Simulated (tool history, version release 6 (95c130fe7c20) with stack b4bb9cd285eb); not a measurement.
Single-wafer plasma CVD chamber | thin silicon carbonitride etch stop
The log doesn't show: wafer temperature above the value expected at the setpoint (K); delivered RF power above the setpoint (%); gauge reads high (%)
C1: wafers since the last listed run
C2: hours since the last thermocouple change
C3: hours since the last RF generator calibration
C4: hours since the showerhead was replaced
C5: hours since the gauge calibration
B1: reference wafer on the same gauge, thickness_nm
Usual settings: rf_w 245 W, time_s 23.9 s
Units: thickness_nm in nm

run 1 hour=0.0 | rf_w=260 time_s=20.5 | C1=0 C2=1869.2 C3=2431.3 C4=3150.2 C5=393.2 | B1=12.911 | thickness_nm=13.638
run 2 hour=12.8 | rf_w=260 time_s=20.5 | C1=304 C2=1882.0 C3=2444.1 C4=3163.0 C5=406.0 | B1=12.910 | thickness_nm=13.579
run 3 hour=26.4 | rf_w=260 time_s=20.5 | C1=323 C2=1895.6 C3=2457.7 C4=3176.6 C5=419.6 | B1=12.909 | thickness_nm=13.631
run 4 hour=61.0 | rf_w=245 time_s=23.9 | C1=822 C2=1930.2 C3=2492.3 C4=3211.2 C5=454.2 | B1=12.931 | thickness_nm=15.682
run 5 hour=90.9 | rf_w=245 time_s=23.9 | C1=710 C2=1960.1 C3=2522.2 C4=3241.1 C5=484.1 | B1=12.928 | thickness_nm=15.561
run 6 hour=109.3 | rf_w=245 time_s=23.9 | C1=437 C2=1978.5 C3=2540.6 C4=3259.5 C5=502.5 | B1=12.927 | thickness_nm=15.667
run 7 hour=124.3 | rf_w=245 time_s=27.4 | C1=356 C2=1993.5 C3=2555.6 C4=3274.5 C5=517.5 | B1=12.927 | thickness_nm=17.847
run 8 hour=137.6 | rf_w=245 time_s=23.9 | C1=316 C2=2006.8 C3=2568.9 C4=3287.8 C5=530.8 | B1=12.942 | thickness_nm=15.688
run 9 hour=160.5 | rf_w=245 time_s=23.9 | C1=544 C2=2029.7 C3=2591.8 C4=3310.7 C5=553.7 | B1=12.943 | thickness_nm=15.669
run 10 hour=195.9 | rf_w=245 time_s=23.9 | C1=841 C2=2065.1 C3=2627.2 C4=3346.1 C5=589.1 | B1=12.952 | thickness_nm=15.583
-- hour=233.2 thermocouple changed; heater temperature recalibrated
run 11 hour=233.7 | rf_w=245 time_s=23.9 | C1=708 C2=0.5 C3=2665.0 C4=3383.9 C5=626.9 | B1=12.949 | thickness_nm=15.672
run 12 hour=257.9 | rf_w=225 time_s=23.9 | C1=575 C2=24.7 C3=2689.2 C4=3408.1 C5=651.1 | B1=12.952 | thickness_nm=15.251
-- hour=273.8 gauge calibrated
run 13 hour=275.5 | rf_w=225 time_s=23.9 | C1=418 C2=42.3 C3=2706.8 C4=3425.7 C5=1.7 | B1=12.610 | thickness_nm=14.816
run 14 hour=300.3 | rf_w=245 time_s=20.6 | C1=589 C2=67.1 C3=2731.6 C4=3450.5 C5=26.5 | B1=12.637 | thickness_nm=13.144
run 15 hour=328.8 | rf_w=245 time_s=22.6 | C1=677 C2=95.6 C3=2760.1 C4=3479.0 C5=55.0 | B1=12.672 | thickness_nm=14.501
run 16 hour=359.7 | rf_w=260 time_s=20.5 | C1=734 C2=126.5 C3=2791.0 C4=3509.9 C5=85.9 | B1=12.709 | thickness_nm=13.428
run 17 hour=372.2 | rf_w=265 time_s=26.7 | C1=297 C2=139.0 C3=2803.5 C4=3522.4 C5=98.4 | B1=12.735 | thickness_nm=17.649
-- hour=386.0 showerhead replaced
run 18 hour=394.2 | rf_w=225 time_s=23.9 | C1=332 C2=161.0 C3=2825.5 C4=8.2 C5=120.4 | B1=12.752 | thickness_nm=15.081
run 19 hour=418.0 | rf_w=245 time_s=23.9 | C1=565 C2=184.8 C3=2849.3 C4=32.0 C5=144.2 | B1=12.770 | thickness_nm=15.360
run 20 hour=433.0 | rf_w=205 time_s=28.3 | C1=356 C2=199.8 C3=2864.3 C4=47.0 C5=159.2 | B1=12.792 | thickness_nm=17.350
-- hour=513.4 RF generator calibrated
run 21 hour=524.4 | rf_w=245 time_s=20.5 | C1=1981 C2=291.2 C3=11.0 C4=138.4 C5=250.6 | B1=12.854 | thickness_nm=13.283
run 22 hour=544.1 | rf_w=245 time_s=23.9 | C1=468 C2=310.9 C3=30.7 C4=158.1 C5=270.3 | B1=12.855 | thickness_nm=15.503
run 23 hour=559.0 | rf_w=285 time_s=19.6 | C1=354 C2=325.8 C3=45.6 C4=173.0 C5=285.2 | B1=12.870 | thickness_nm=13.311
run 24 hour=577.3 | rf_w=245 time_s=23.9 | C1=434 C2=344.1 C3=63.9 C4=191.3 C5=303.5 | B1=12.866 | thickness_nm=15.592
run 25 hour=596.8 | rf_w=260 time_s=19.3 | C1=463 C2=363.6 C3=83.4 C4=210.8 C5=323.0 | B1=12.881 | thickness_nm=12.829
run 26 hour=624.7 | rf_w=245 time_s=23.9 | C1=662 C2=391.5 C3=111.3 C4=238.7 C5=350.9 | B1=12.894 | thickness_nm=15.596
run 27 hour=641.0 | rf_w=275 time_s=19.4 | C1=387 C2=407.8 C3=127.6 C4=255.0 C5=367.2 | B1=12.892 | thickness_nm=13.110
run 28 hour=674.0 | rf_w=285 time_s=23.9 | C1=784 C2=440.8 C3=160.6 C4=288.0 C5=400.2 | B1=12.918 | thickness_nm=16.299
run 29 hour=694.8 | rf_w=215 time_s=27.0 | C1=494 C2=461.6 C3=181.4 C4=308.8 C5=421.0 | B1=12.909 | thickness_nm=17.019

Forecast each of these 4 alternatives for the next run:
run A hour=695.2 | rf_w=245 time_s=23.9 | C1=9 C2=462.0 C3=181.8 C4=309.2 C5=421.4 | B1=? | thickness_nm=?
run B hour=695.2 | rf_w=270 time_s=27.2 | C1=9 C2=462.0 C3=181.8 C4=309.2 C5=421.4 | B1=? | thickness_nm=?
run C hour=695.2 | rf_w=230 time_s=21.6 | C1=9 C2=462.0 C3=181.8 C4=309.2 C5=421.4 | B1=? | thickness_nm=?
run D hour=695.2 | rf_w=195 time_s=20.6 | C1=9 C2=462.0 C3=181.8 C4=309.2 C5=421.4 | B1=? | thickness_nm=?

run=A B1=12.919 thickness_nm=15.616
run=B B1=12.919 thickness_nm=18.264
run=C B1=12.919 thickness_nm=13.866
run=D B1=12.919 thickness_nm=12.633
Without the tool's hidden state the same runs would have given:
run=A thickness_nm=15.235
run=B thickness_nm=17.818
run=C thickness_nm=13.528
run=D thickness_nm=12.324
